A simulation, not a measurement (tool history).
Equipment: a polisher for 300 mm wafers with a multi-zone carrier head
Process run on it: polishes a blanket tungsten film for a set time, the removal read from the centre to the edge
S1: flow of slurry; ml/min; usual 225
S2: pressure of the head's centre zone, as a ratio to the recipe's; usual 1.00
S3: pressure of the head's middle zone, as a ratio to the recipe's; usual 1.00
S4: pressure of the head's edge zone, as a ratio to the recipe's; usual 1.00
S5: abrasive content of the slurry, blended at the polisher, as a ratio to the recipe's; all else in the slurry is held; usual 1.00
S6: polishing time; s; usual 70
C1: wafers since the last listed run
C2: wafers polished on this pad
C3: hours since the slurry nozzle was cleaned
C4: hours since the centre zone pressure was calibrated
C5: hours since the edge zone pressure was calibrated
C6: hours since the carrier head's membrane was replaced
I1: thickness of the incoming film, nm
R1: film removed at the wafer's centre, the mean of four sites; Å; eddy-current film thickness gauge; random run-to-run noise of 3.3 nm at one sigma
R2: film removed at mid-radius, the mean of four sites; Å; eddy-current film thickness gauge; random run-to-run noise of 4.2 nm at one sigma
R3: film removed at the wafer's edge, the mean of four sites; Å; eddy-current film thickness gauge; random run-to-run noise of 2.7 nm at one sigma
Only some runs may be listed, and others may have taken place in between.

{"run": 1, "hour": 0.0, "S1": 225, "S2": 1.0, "S3": 1.0, "S4": 1.0, "S5": 1.0, "S6": 70, "C1": 0, "C2": 2439, "C3": 13.8, "C4": 392.1, "C5": 449.7, "C6": 620.4, "I1": 1003.8, "R1": 3058, "R2": 3093, "R3": 3012}
{"hour": 24.3, "done": "centre zone pressure recalibrated"}
{"run": 2, "hour": 50.8, "S1": 225, "S2": 1.0, "S3": 1.0, "S4": 1.0, "S5": 1.0, "S6": 70, "C1": 439, "C2": 2879, "C3": 64.6, "C4": 26.5, "C5": 500.5, "C6": 671.2, "I1": 1010.6, "R1": 2981, "R2": 3070, "R3": 3045}
{"hour": 77.0, "done": "worn pad replaced by a new one"}
{"run": 3, "hour": 112.0, "S1": 225, "S2": 1.0, "S3": 1.1, "S4": 1.0, "S5": 1.0, "S6": 70, "C1": 515, "C2": 315, "C3": 125.8, "C4": 87.7, "C5": 561.7, "C6": 732.4, "I1": 994.8, "R1": 2971, "R2": 3180, "R3": 3027}
{"run": 4, "hour": 155.7, "S1": 225, "S2": 1.0, "S3": 1.0, "S4": 1.0, "S5": 1.0, "S6": 92, "C1": 393, "C2": 709, "C3": 169.5, "C4": 131.4, "C5": 605.4, "C6": 776.1, "I1": 1023.4, "R1": 3857, "R2": 3907, "R3": 3903}
{"run": 5, "hour": 206.9, "S1": 285, "S2": 1.0, "S3": 0.95, "S4": 0.89, "S5": 1.0, "S6": 47, "C1": 461, "C2": 1170, "C3": 220.7, "C4": 182.6, "C5": 656.6, "C6": 827.3, "I1": 1016.4, "R1": 2066, "R2": 2050, "R3": 1941}
{"run": 6, "hour": 266.5, "S1": 225, "S2": 1.0, "S3": 1.0, "S4": 1.05, "S5": 1.0, "S6": 70, "C1": 536, "C2": 1707, "C3": 280.3, "C4": 242.2, "C5": 716.2, "C6": 886.9, "I1": 1012.0, "R1": 2876, "R2": 2983, "R3": 3032}
{"run": 7, "hour": 327.1, "S1": 295, "S2": 1.05, "S3": 1.0, "S4": 1.0, "S5": 1.0, "S6": 93, "C1": 545, "C2": 2253, "C3": 340.9, "C4": 302.8, "C5": 776.8, "C6": 947.5, "I1": 1027.9, "R1": 4127, "R2": 4082, "R3": 4001}
{"run": 8, "hour": 357.4, "S1": 170, "S2": 1.0, "S3": 0.92, "S4": 1.0, "S5": 0.9, "S6": 70, "C1": 272, "C2": 2526, "C3": 371.2, "C4": 333.1, "C5": 807.1, "C6": 977.8, "I1": 997.0, "R1": 2515, "R2": 2377, "R3": 2656}
{"run": 9, "hour": 385.7, "S1": 225, "S2": 0.94, "S3": 0.93, "S4": 1.0, "S5": 1.0, "S6": 70, "C1": 254, "C2": 2781, "C3": 399.5, "C4": 361.4, "C5": 835.4, "C6": 1006.1, "I1": 994.2, "R1": 2701, "R2": 2710, "R3": 2918}
{"hour": 413.1, "done": "worn pad replaced by a new one"}
{"run": 10, "hour": 413.6, "S1": 225, "S2": 1.0, "S3": 1.0, "S4": 1.0, "S5": 1.15, "S6": 49, "C1": 215, "C2": 4, "C3": 427.4, "C4": 389.3, "C5": 863.3, "C6": 1034.0, "I1": 1005.8, "R1": 2077, "R2": 2113, "R3": 2142}
{"run": 11, "hour": 459.5, "S1": 280, "S2": 1.0, "S3": 1.0, "S4": 1.0, "S5": 1.0, "S6": 70, "C1": 413, "C2": 418, "C3": 473.3, "C4": 435.2, "C5": 909.2, "C6": 1079.9, "I1": 996.9, "R1": 2916, "R2": 2932, "R3": 2985}
{"hour": 472.1, "done": "centre zone pressure recalibrated"}
{"hour": 496.3, "done": "edge zone pressure recalibrated"}
{"run": 12, "hour": 519.8, "S1": 225, "S2": 1.0, "S3": 1.0, "S4": 1.0, "S5": 1.0, "S6": 70, "C1": 507, "C2": 925, "C3": 533.6, "C4": 47.7, "C5": 23.5, "C6": 1140.2, "I1": 1017.8, "R1": 2803, "R2": 2841, "R3": 2870}
{"hour": 549.0, "done": "carrier head's membrane replaced by a new one"}
{"run": 13, "hour": 576.0, "S1": 225, "S2": 1.04, "S3": 1.0, "S4": 1.06, "S5": 1.15, "S6": 77, "C1": 461, "C2": 1386, "C3": 589.8, "C4": 103.9, "C5": 79.7, "C6": 27.0, "I1": 1013.6, "R1": 3284, "R2": 3232, "R3": 3379}
{"run": 14, "hour": 705.2, "S1": 225, "S2": 0.95, "S3": 1.0, "S4": 1.05, "S5": 1.0, "S6": 52, "C1": 1164, "C2": 2550, "C3": 719.0, "C4": 233.1, "C5": 208.9, "C6": 156.2, "I1": 1016.9, "R1": 1957, "R2": 2031, "R3": 2134}
{"run": 15, "hour": 746.7, "S1": 150, "S2": 1.0, "S3": 1.0, "S4": 1.0, "S5": 1.0, "S6": 70, "C1": 373, "C2": 2924, "C3": 760.5, "C4": 274.6, "C5": 250.4, "C6": 197.7, "I1": 1017.2, "R1": 2300, "R2": 2503, "R3": 2587}
{"hour": 765.6, "done": "slurry nozzle cleaned"}
{"hour": 788.6, "done": "worn pad replaced by a new one"}
{"run": 16, "hour": 813.3, "S1": 225, "S2": 1.0, "S3": 1.0, "S4": 1.05, "S5": 1.0, "S6": 83, "C1": 555, "C2": 222, "C3": 47.7, "C4": 341.2, "C5": 317.0, "C6": 264.3, "I1": 1019.9, "R1": 3569, "R2": 3637, "R3": 3679}

Run 17, settings as shown, results not yet in. Your forecast:
{"run": 17, "hour": 872.0, "S1": 225, "S2": 0.89, "S3": 1.0, "S4": 1.0, "S5": 1.0, "S6": 70, "C1": 528, "C2": 751, "C3": 106.4, "C4": 399.9, "C5": 375.7, "C6": 323.0, "I1": 1015.0, "R1": "?", "R2": "?", "R3": "?"}

{"run 17": {"R1": 2741, "R2": 3044, "R3": 2989}}
Minus the tool's unlogged condition, the same run would have read R1 2843 Å, R2 3145 Å, R3 3061 Å.

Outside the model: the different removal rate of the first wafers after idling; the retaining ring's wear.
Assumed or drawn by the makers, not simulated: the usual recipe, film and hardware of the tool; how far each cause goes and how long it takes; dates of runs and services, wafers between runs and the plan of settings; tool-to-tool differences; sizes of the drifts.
